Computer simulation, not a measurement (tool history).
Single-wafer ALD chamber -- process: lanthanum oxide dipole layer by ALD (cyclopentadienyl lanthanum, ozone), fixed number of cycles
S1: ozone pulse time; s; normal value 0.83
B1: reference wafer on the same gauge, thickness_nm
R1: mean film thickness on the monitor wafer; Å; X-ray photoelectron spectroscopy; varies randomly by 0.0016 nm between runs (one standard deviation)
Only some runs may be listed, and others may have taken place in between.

run,hour,S1,B1,R1
1,0.0,0.83,0.497,4.56
2,57.8,0.83,0.497,4.58
3,96.3,0.92,0.497,4.71
4,148.2,0.92,0.497,4.67
5,182.2,0.92,0.497,4.66
6,244.9,0.83,0.497,4.52
7,304.7,0.83,0.498,4.49
# hour 352.9: ozone generator serviced
8,353.7,0.83,0.498,4.60
# hour 378.2: showerhead replaced
9,385.0,0.70,0.497,4.43
10,432.1,0.99,0.497,4.86
11,483.4,1.13,0.496,4.97
# hour 509.9: gauge calibrated
# hour 529.7: thermocouple changed; heater temperature recalibrated
12,661.1,0.59,0.497,4.17
13,721.4,0.74,0.497,4.41
14,784.3,0.83,0.498,4.58
15,831.1,1.02,0.497,4.81

What was the tool's hidden state at every run in the log?
wafer temperature above the value expected at the setpoint (K): 0 at every run
gauge reads high (%): 0 at every run
H1: ozone dose above that of a generator just serviced (%)
run,H1
1,-7.4
2,-8.05
3,-8.48
4,-9.07
5,-9.45
6,-10.2
7,-10.8
8,-1.63
9,-1.98
10,-2.51
11,-3.09
12,-5.09
13,-5.77
14,-6.47
15,-7
